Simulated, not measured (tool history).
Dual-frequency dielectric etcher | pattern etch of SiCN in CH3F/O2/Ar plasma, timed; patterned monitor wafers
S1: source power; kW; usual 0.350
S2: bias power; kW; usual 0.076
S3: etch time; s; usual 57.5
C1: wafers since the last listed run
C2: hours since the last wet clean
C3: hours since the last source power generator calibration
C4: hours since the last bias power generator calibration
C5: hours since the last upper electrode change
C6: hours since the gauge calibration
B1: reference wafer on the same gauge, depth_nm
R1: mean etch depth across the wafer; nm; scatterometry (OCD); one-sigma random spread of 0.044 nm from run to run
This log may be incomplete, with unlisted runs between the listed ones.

run	hour	S1	S2	S3	C1	C2	C3	C4	C5	C6	B1	R1
1	0.0	0.350	0.076	57.5	0	222.5	3097.9	1488.2	1095.6	704.6	23.30	19.27
2	49.3	0.350	0.076	57.5	344	271.8	3147.2	1537.5	1144.9	753.9	23.31	19.33
# hour 270.0: wet clean of the chamber
3	367.5	0.350	0.076	57.5	2053	97.5	3465.4	1855.7	1463.1	1072.1	23.31	19.20
4	434.9	0.350	0.076	47.5	470	164.9	3532.8	1923.1	1530.5	1139.5	23.28	15.86
5	475.7	0.350	0.076	47.5	284	205.7	3573.6	1963.9	1571.3	1180.3	23.32	15.84
6	553.6	0.350	0.076	47.5	543	283.6	3651.5	2041.8	1649.2	1258.2	23.31	15.87
7	611.6	0.350	0.087	57.5	404	341.6	3709.5	2099.8	1707.2	1316.2	23.30	20.12
8	652.6	0.350	0.087	57.5	286	382.6	3750.5	2140.8	1748.2	1357.2	23.31	20.15
9	746.7	0.400	0.076	62.0	656	476.7	3844.6	2234.9	1842.3	1451.3	23.31	22.23
# hour 812.3: wet clean of the chamber
10	812.8	0.400	0.076	62.0	293	0.5	3910.7	2301.0	1908.4	1517.4	23.30	22.28
11	891.8	0.400	0.076	62.0	551	79.5	3989.7	2380.0	1987.4	1596.4	23.30	22.22
# hour 936.0: gauge calibrated
12	937.6	0.350	0.081	61.5	319	125.3	4035.5	2425.8	2033.2	1.6	23.29	20.85
13	1011.8	0.350	0.081	61.5	517	199.5	4109.7	2500.0	2107.4	75.8	23.31	20.86
14	1107.5	0.280	0.076	57.5	668	295.2	4205.4	2595.7	2203.1	171.5	23.29	16.53
15	1196.6	0.300	0.088	63.0	621	384.3	4294.5	2684.8	2292.2	260.6	23.33	20.04
# hour 1261.7: wet clean of the chamber
16	1262.2	0.350	0.058	64.0	290	0.5	4360.1	2750.4	2357.8	326.2	23.30	19.29
17	1301.9	0.320	0.085	57.5	277	40.2	4399.8	2790.1	2397.5	365.9	23.30	18.72
18	1377.7	0.350	0.076	57.5	529	116.0	4475.6	2865.9	2473.3	441.7	23.30	19.00
19	1435.1	0.290	0.067	57.5	400	173.4	4533.0	2923.3	2530.7	499.1	23.31	16.08
# hour 1467.4: source power generator calibrated
20	1510.8	0.410	0.058	57.5	500	249.1	43.4	2999.0	2606.4	574.8	23.28	19.55
# hour 1621.3: bias power generator calibrated
# hour 1661.7: upper electrode replaced
21	1662.2	0.350	0.076	57.5	861	400.5	194.8	40.9	0.5	726.2	23.30	19.51
# hour 1710.2: wet clean of the chamber
22	1731.0	0.430	0.076	45.0	312	20.8	263.6	109.7	69.3	795.0	23.30	17.17
23	1815.5	0.300	0.059	45.5	589	105.3	348.1	194.2	153.8	879.5	23.30	12.80
24	1908.7	0.420	0.059	74.0	650	198.5	441.3	287.4	247.0	972.7	23.29	25.65
25	1956.0	0.350	0.076	57.5	330	245.8	488.6	334.7	294.3	1020.0	23.28	19.52
26	2008.0	0.350	0.076	69.5	362	297.8	540.6	386.7	346.3	1072.0	23.26	23.52
27	2086.8	0.350	0.076	43.5	550	376.6	619.4	465.5	425.1	1150.8	23.30	14.74

Alternative continuations, all from the tool just after run 27; predict every row:
A	2087.2	0.350	0.076	57.5	2	377.0	619.8	465.9	425.5	1151.2	?	?
B	2087.2	0.320	0.076	57.5	2	377.0	619.8	465.9	425.5	1151.2	?	?
C	2087.2	0.400	0.076	57.5	2	377.0	619.8	465.9	425.5	1151.2	?	?

run	B1	R1
A	23.29	19.50
B	23.29	18.46
C	23.29	21.06
What these runs would have given with no unlogged condition in the tool:
run	R1
A	19.51
B	18.46
C	21.07

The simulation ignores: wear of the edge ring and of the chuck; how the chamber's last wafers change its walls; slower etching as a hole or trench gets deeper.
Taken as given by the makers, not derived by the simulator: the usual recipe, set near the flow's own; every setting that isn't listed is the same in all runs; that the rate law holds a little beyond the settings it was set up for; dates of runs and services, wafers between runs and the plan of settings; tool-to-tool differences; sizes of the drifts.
